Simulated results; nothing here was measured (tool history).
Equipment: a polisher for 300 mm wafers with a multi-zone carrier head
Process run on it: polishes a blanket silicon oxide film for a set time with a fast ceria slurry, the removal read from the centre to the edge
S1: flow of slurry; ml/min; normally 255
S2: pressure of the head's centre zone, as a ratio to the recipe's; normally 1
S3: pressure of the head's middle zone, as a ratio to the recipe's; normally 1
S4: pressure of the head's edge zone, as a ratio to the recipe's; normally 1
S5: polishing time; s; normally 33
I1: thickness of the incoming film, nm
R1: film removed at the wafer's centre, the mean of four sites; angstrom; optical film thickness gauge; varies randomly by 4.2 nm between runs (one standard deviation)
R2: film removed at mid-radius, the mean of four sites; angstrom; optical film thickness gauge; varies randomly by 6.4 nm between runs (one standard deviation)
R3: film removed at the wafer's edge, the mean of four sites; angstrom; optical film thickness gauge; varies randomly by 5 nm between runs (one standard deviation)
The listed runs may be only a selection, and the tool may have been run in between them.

Run 1, day 0: usual settings; I1 1703.3. Result: R1 4036 angstrom, R2 4254 angstrom, R3 4132 angstrom.
Run 2, day 0.504: usual settings; I1 1700.8. Result: R1 4004 angstrom, R2 4244 angstrom, R3 4306 angstrom.
Run 3, day 0.933: usual settings but S1 280 ml/min, S5 37 s; I1 1719. Result: R1 4562 angstrom, R2 4892 angstrom, R3 4758 angstrom.
Run 4, day 1.517: usual settings but S1 280 ml/min, S5 37 s; I1 1725.7. Result: R1 4646 angstrom, R2 4715 angstrom, R3 4802 angstrom.
Run 5, day 1.996: usual settings but S1 275 ml/min; I1 1670.9. Result: R1 4076 angstrom, R2 4383 angstrom, R3 4236 angstrom.
Run 6, day 3.054: usual settings but S1 275 ml/min; I1 1705.4. Result: R1 4043 angstrom, R2 4191 angstrom, R3 4200 angstrom.
Run 7, day 3.338: usual settings but S1 275 ml/min; I1 1670.6. Result: R1 4058 angstrom, R2 4197 angstrom, R3 4190 angstrom.
At day 3.617: slurry nozzle cleaned.
Run 8, day 3.638: usual settings but S2 1.08; I1 1695.3. Result: R1 4501 angstrom, R2 4355 angstrom, R3 4349 angstrom.
Run 9, day 4.175: usual settings but S2 1.08; I1 1706.1. Result: R1 4389 angstrom, R2 4377 angstrom, R3 4326 angstrom.
At day 4.962: edge zone pressure recalibrated.
At day 4.992: worn pad replaced by a new one.
Run 10, day 5.012: usual settings but S1 190 ml/min, S2 1.06, S3 0.89, S4 0.93; I1 1705. Result: R1 4033 angstrom, R2 3823 angstrom, R3 4013 angstrom.
Run 11, day 5.242: usual settings; I1 1723.4. Result: R1 4005 angstrom, R2 4305 angstrom, R3 4276 angstrom.
Run 12, day 5.979: usual settings but S1 300 ml/min, S2 1.04, S4 1.04; I1 1701.1. Result: R1 4171 angstrom, R2 4398 angstrom, R3 4394 angstrom.
At day 6.733: carrier head's membrane replaced by a new one.
Run 13, day 6.754: usual settings; I1 1694.1. Result: R1 3929 angstrom, R2 4368 angstrom, R3 4221 angstrom.
At day 6.992: centre zone pressure recalibrated.
Run 14, day 7.146: usual settings but S1 340 ml/min, S3 1.1; I1 1695.8. Result: R1 4408 angstrom, R2 4823 angstrom, R3 4272 angstrom.
Run 15, day 7.604: usual settings; I1 1722.9. Result: R1 4210 angstrom, R2 4315 angstrom, R3 4241 angstrom.
Run 16, day 7.938: usual settings but S1 285 ml/min, S5 27 s; I1 1675.2. Result: R1 3504 angstrom, R2 3490 angstrom, R3 3469 angstrom.
Run 17, day 8.45: usual settings but S3 0.91; I1 1684.1. Result: R1 4219 angstrom, R2 4068 angstrom, R3 4240 angstrom.
Run 18, day 8.888: usual settings but S1 170 ml/min, S2 0.91, S5 29 s; I1 1701.9. Result: R1 3266 angstrom, R2 3563 angstrom, R3 3603 angstrom.

List, for all runs, the conditions of the tool that the log does not record:
removal rate lost through wear of the pad, %: 0, the same for each run
deviation of the edge zone's pressure from its setpoint, %: 0, the same for each run
H1: slurry flow missing at the pad, %
H2: deviation of the centre zone's pressure from its setpoint, %
run    H1      H2
  1    38   -2.72
  2  38.5   -3.14
  3  38.8   -3.52
  4  39.3   -4.07
  5  39.6   -4.53
  6  40.2   -5.65
  7  40.4   -5.96
  8  3.38   -6.31
  9  7.83   -6.94
 10  13.8   -7.98
 11  15.3   -8.28
 12  19.6   -9.26
 13  23.4   -10.4
 14  25.1  -0.235
 15    27  -0.251
 16  28.2  -0.275
 17  29.9  -0.332
 18  31.3    -0.4

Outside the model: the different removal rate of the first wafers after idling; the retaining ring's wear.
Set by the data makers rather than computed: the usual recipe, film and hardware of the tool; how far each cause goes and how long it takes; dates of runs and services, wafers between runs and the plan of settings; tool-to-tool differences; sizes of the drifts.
